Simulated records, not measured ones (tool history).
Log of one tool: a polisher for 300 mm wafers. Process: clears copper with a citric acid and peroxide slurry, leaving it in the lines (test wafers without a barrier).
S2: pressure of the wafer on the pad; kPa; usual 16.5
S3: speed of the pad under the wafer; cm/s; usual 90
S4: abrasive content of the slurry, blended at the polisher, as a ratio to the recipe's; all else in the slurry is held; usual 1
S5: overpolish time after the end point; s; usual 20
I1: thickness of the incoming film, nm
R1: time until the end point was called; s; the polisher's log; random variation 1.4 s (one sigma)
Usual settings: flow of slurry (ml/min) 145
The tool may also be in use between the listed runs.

Run 1, hour 0: usual settings but S5 16 s; I1 221.6. Result: R1 132.7 s.
Run 2, hour 11.5: usual settings; I1 217. Result: R1 127.7 s.
Run 3, hour 51.3: usual settings; I1 222.8. Result: R1 134.1 s.
Run 4, hour 57.8: usual settings; I1 219.7. Result: R1 129.1 s.
Run 5, hour 71.1: usual settings; I1 218.9. Result: R1 133.2 s.
Run 6, hour 80.7: usual settings; I1 221.7. Result: R1 134.1 s.
Run 7, hour 88.3: usual settings; I1 218.5. Result: R1 131.1 s.
Run 8, hour 99.9: usual settings; I1 219.9. Result: R1 135.3 s.
At hour 108.9: head pressure recalibrated.
Run 9, hour 114.8: usual settings but flow of slurry (ml/min) 110, S4 0.9; I1 219.9. Result: R1 139.4 s.
Run 10, hour 132.4: usual settings; I1 220.4. Result: R1 135.2 s.
Run 11, hour 143.5: usual settings; I1 220.8. Result: R1 135.7 s.
Run 12, hour 150.2: usual settings; I1 219.3. Result: R1 135.8 s.
Run 13, hour 161.2: usual settings but flow of slurry (ml/min) 105, S2 14.5 kPa, S3 66 cm/s, S5 25 s; I1 223.3. Result: R1 220.7 s.
At hour 177.7: slurry blender recalibrated.
Run 14, hour 178.2: usual settings but S2 19.3 kPa; I1 220.4. Result: R1 109.4 s.
At hour 179.5: slurry nozzle cleaned.
At hour 187.8: worn pad replaced by a new one.
Run 15, hour 194.1: usual settings but flow of slurry (ml/min) 165, S3 78 cm/s; I1 220.5. Result: R1 145.7 s.
Run 16, hour 203: usual settings but flow of slurry (ml/min) 175, S2 20 kPa, S3 100 cm/s; I1 221.7. Result: R1 95.8 s.
Run 17, hour 213.8: usual settings but S2 14.5 kPa, S5 23 s; I1 217.6. Result: R1 144.8 s.
Run 18, hour 230.6: usual settings but S3 100 cm/s, S5 23 s; I1 217.7. Result: R1 114.4 s.
Run 19, hour 244: usual settings; I1 219.2. Result: R1 128.3 s.
Run 20, hour 257: usual settings but flow of slurry (ml/min) 130, S2 19.3 kPa, S3 74 cm/s, S4 1.1; I1 216.8. Result: R1 129.7 s.

Forecast each of these 4 alternatives for the next run:
Run A, hour 257.5: usual settings; I1 217.4. Result: R1 ?.
Run B, hour 257.5: usual settings but flow of slurry (ml/min) 175, S3 78 cm/s, S4 1.2, S5 11 s; I1 217.4. Result: R1 ?.
Run C, hour 257.5: usual settings but flow of slurry (ml/min) 160, S2 15.2 kPa, S4 1.2; I1 217.4. Result: R1 ?.
Run D, hour 257.5: usual settings but S5 31 s; I1 217.4. Result: R1 ?.

run     R1
  A  126.3
  B  137.5
  C  131.5
  D  126.3
Without the tool's hidden state the same runs would have given:
run     R1
  A  125.2
  B  136.3
  C  130.4
  D  125.2
